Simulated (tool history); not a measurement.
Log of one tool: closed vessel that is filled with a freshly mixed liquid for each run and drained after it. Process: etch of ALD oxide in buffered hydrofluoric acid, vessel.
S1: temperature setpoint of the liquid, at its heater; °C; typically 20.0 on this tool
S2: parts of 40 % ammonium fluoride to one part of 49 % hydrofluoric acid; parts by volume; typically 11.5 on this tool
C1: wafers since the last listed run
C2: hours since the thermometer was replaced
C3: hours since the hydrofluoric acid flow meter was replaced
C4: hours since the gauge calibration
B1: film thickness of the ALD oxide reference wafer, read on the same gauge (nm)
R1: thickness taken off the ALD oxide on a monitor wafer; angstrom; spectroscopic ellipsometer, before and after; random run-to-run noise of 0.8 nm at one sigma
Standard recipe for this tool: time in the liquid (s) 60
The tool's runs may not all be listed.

Run 1, day 0.000: usual settings; C1 0; C2 134.4; C3 1374.3; C4 771.9; B1 129.99. Result: R1 890.7 angstrom.
Run 2, day 1.429: usual settings but S1 21.5 °C; C1 2275; C2 168.7; C3 1408.6; C4 806.2; B1 129.95. Result: R1 955.9 angstrom.
Run 3, day 3.942: usual settings but S1 21.5 °C; C1 3999; C2 229.0; C3 1468.9; C4 866.5; B1 130.01. Result: R1 952.7 angstrom.
Run 4, day 10.092: usual settings; C1 9790; C2 376.6; C3 1616.5; C4 1014.1; B1 130.01. Result: R1 836.1 angstrom.
Run 5, day 12.167: usual settings; C1 3303; C2 426.4; C3 1666.3; C4 1063.9; B1 129.99. Result: R1 848.0 angstrom.
Run 6, day 18.092: usual settings but time in the liquid (s) 75; C1 9431; C2 568.6; C3 1808.5; C4 1206.1; B1 130.05. Result: R1 1039.9 angstrom.
Run 7, day 20.662: usual settings but time in the liquid (s) 75; C1 4092; C2 630.3; C3 1870.2; C4 1267.8; B1 130.03. Result: R1 1024.4 angstrom.
At day 21.962: gauge calibrated.
Run 8, day 23.442: usual settings but time in the liquid (s) 75; C1 4424; C2 697.0; C3 1936.9; C4 35.5; B1 130.04. Result: R1 1022.0 angstrom.
At day 24.250: thermometer replaced.
At day 25.900: hydrofluoric acid flow meter replaced.
Run 9, day 27.700: usual settings; C1 6646; C2 82.8; C3 43.2; C4 137.7; B1 130.05. Result: R1 891.8 angstrom.
Run 10, day 30.367: usual settings; C1 4245; C2 146.8; C3 107.2; C4 201.7; B1 130.03. Result: R1 893.5 angstrom.
Run 11, day 35.833: usual settings; C1 8702; C2 278.0; C3 238.4; C4 332.9; B1 130.05. Result: R1 854.5 angstrom.
Run 12, day 38.358: usual settings but S1 25.0 °C, S2 8.5 parts by volume, time in the liquid (s) 35; C1 4019; C2 338.6; C3 299.0; C4 393.5; B1 130.00. Result: R1 870.1 angstrom.
Run 13, day 39.579: usual settings but S1 17.0 °C, S2 8.5 parts by volume; C1 1943; C2 367.9; C3 328.3; C4 422.8; B1 130.00. Result: R1 939.9 angstrom.
Run 14, day 40.600: usual settings; C1 1625; C2 392.4; C3 352.8; C4 447.3; B1 129.97. Result: R1 851.9 angstrom.
Run 15, day 42.683: usual settings but S2 8.0 parts by volume, time in the liquid (s) 35; C1 3316; C2 442.4; C3 402.8; C4 497.3; B1 129.98. Result: R1 676.2 angstrom.
Run 16, day 43.942: usual settings; C1 2003; C2 472.6; C3 433.0; C4 527.5; B1 129.98. Result: R1 826.4 angstrom.
Run 17, day 45.496: usual settings but S1 22.0 °C, S2 7.0 parts by volume, time in the liquid (s) 35; C1 2474; C2 509.9; C3 470.3; C4 564.8; B1 130.03. Result: R1 866.1 angstrom.
Run 18, day 47.483: usual settings but S1 17.5 °C, S2 12.5 parts by volume, time in the liquid (s) 30; C1 3163; C2 557.6; C3 518.0; C4 612.5; B1 130.03. Result: R1 327.0 angstrom.
Run 19, day 48.942: usual settings but S1 22.0 °C, time in the liquid (s) 35; C1 2321; C2 592.6; C3 553.0; C4 647.5; B1 130.02. Result: R1 540.6 angstrom.
Run 20, day 53.133: usual settings; C1 6672; C2 693.2; C3 653.6; C4 748.1; B1 129.98. Result: R1 804.9 angstrom.
At day 54.092: thermometer replaced.
Run 21, day 54.358: usual settings; C1 1883; C2 6.4; C3 683.0; C4 777.5; B1 130.01. Result: R1 894.9 angstrom.
Run 22, day 55.762: usual settings but S1 17.0 °C, time in the liquid (s) 90; C1 2235; C2 40.1; C3 716.7; C4 811.2; B1 129.97. Result: R1 1121.1 angstrom.

Predict each of these 4 candidate next runs independently; none follows another, all start after run 22:
Run A, day 55.792: usual settings; C1 46; C2 40.8; C3 717.4; C4 811.9; B1 ?. Result: R1 ?.
Run B, day 55.792: usual settings but S1 18.0 °C, S2 8.0 parts by volume; C1 46; C2 40.8; C3 717.4; C4 811.9; B1 ?. Result: R1 ?.
Run C, day 55.792: usual settings but S1 24.0 °C, S2 10.0 parts by volume; C1 46; C2 40.8; C3 717.4; C4 811.9; B1 ?. Result: R1 ?.
Run D, day 55.792: usual settings but S1 17.0 °C, S2 9.5 parts by volume; C1 46; C2 40.8; C3 717.4; C4 811.9; B1 ?. Result: R1 ?.

run      B1      R1
  A  129.97   907.2
  B  129.97  1127.8
  C  129.97  1297.0
  D  129.97   906.1
Stripped of hidden state, with their random variation kept, the same runs would have yielded:
run      R1
  A   916.4
  B  1139.4
  C  1309.8
  D   915.4
